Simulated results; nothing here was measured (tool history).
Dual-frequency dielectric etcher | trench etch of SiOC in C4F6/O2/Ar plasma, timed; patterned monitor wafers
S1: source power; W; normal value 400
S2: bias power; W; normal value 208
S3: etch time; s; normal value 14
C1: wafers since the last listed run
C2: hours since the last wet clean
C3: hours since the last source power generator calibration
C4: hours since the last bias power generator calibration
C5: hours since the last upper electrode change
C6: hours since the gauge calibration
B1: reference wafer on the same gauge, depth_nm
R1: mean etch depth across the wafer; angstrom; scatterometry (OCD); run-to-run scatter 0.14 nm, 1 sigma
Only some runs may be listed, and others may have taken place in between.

run	day	S1	S2	S3	C1	C2	C3	C4	C5	C6	B1	R1
1	0	400	180	14	0	286.5	2330.2	1941.8	3787.3	397.2	24.81	283.4
2	0.329	400	180	14	139	294.4	2338.1	1949.7	3795.2	405.1	24.8	282.7
# day 0.504: bias power generator calibrated
3	0.896	400	208	13	169	308	2351.7	9.4	3808.8	418.7	24.81	270.1
4	1.325	400	208	13	182	318.3	2362	19.7	3819.1	429	24.79	271.3
5	1.796	400	208	13	199	329.6	2373.3	31	3830.4	440.3	24.8	271.2
6	2.079	400	208	17	120	336.4	2380.1	37.8	3837.2	447.1	24.78	353.7
7	2.8	400	208	17	305	353.7	2397.4	55.1	3854.5	464.4	24.81	353.3
8	3.496	400	208	17	295	370.4	2414.1	71.8	3871.2	481.1	24.81	355.5
# day 3.725: gauge calibrated
# day 4.008: source power generator calibrated
9	4.029	450	229	14	155	383.2	0.5	84.6	3884	7.3	24.78	306.4
# day 5.254: wet clean of the chamber
10	5.275	450	229	14	104	0.5	30.4	114.5	3913.9	37.2	24.8	316.3
11	5.292	400	208	14	7	0.9	30.8	114.9	3914.3	37.6	24.78	300.5
# day 6.821: upper electrode replaced
12	6.842	400	208	14	233	38.1	68	152.1	0.5	74.8	24.79	298.4
13	6.854	360	186	16	5	38.4	68.3	152.4	0.8	75.1	24.8	324.4
14	6.867	400	208	13	5	38.7	68.6	152.7	1.1	75.4	24.8	278.7
15	7.45	430	208	16	247	52.7	82.6	166.7	15.1	89.4	24.79	349.6
16	7.988	400	180	14	227	65.6	95.5	179.6	28	102.3	24.81	287.8
17	8.492	430	208	18	213	77.7	107.6	191.7	40.1	114.4	24.79	392.8
18	9.004	400	208	12	217	90	119.9	204	52.4	126.7	24.79	255.9
19	10.712	480	190	10	724	131	160.9	245	93.4	167.7	24.82	216.7
20	11.404	400	208	14	293	147.6	177.5	261.6	110	184.3	24.81	296.2
21	12.138	350	208	14	311	165.2	195.1	279.2	127.6	201.9	24.81	288.3
22	12.875	370	239	11.5	312	182.9	212.8	296.9	145.3	219.6	24.81	248.2
23	13.188	470	255	10.5	132	190.4	220.3	304.4	152.8	227.1	24.81	244
24	13.5	470	231	17	132	197.9	227.8	311.9	160.3	234.6	24.79	382.2
25	13.875	450	250	14	159	206.9	236.8	320.9	169.3	243.6	24.78	319.5
26	14.262	400	208	14	164	216.2	246.1	330.2	178.6	252.9	24.8	294
27	14.554	480	190	16.5	123	223.2	253.1	337.2	185.6	259.9	24.78	356.6
28	15.279	400	208	14	307	240.6	270.5	354.6	203	277.3	24.81	295.1
29	15.946	360	208	14	282	256.6	286.5	370.6	219	293.3	24.81	284.6

Take each entry between the runs: how does the hidden state at the last listed run before it differ from the hidden state at the first listed run after it?
After run 2, before run 3: bias power generator calibrated (day 0.504)
  etch rate over this chamber's usual, %: -3.09 -> -3.24
  measured less the result without the state, R1: -9 -> -9.1 angstrom
After run 8, before run 9: gauge calibrated (day 3.725); source power generator calibrated (day 4.008)
  etch rate over this chamber's usual, %: -3.92 -> -4.06
  measured less the result without the state, R1: -14.5 -> -13 angstrom
After run 9, before run 10: wet clean of the chamber (day 5.254)
  etch rate over this chamber's usual, %: -4.06 -> -0.308
  measured less the result without the state, R1: -13 -> -1 angstrom
After run 11, before run 12: upper electrode replaced (day 6.821)
  etch rate over this chamber's usual, %: -0.312 -> -0.719
  measured less the result without the state, R1: -0.9 -> -2.1 angstrom

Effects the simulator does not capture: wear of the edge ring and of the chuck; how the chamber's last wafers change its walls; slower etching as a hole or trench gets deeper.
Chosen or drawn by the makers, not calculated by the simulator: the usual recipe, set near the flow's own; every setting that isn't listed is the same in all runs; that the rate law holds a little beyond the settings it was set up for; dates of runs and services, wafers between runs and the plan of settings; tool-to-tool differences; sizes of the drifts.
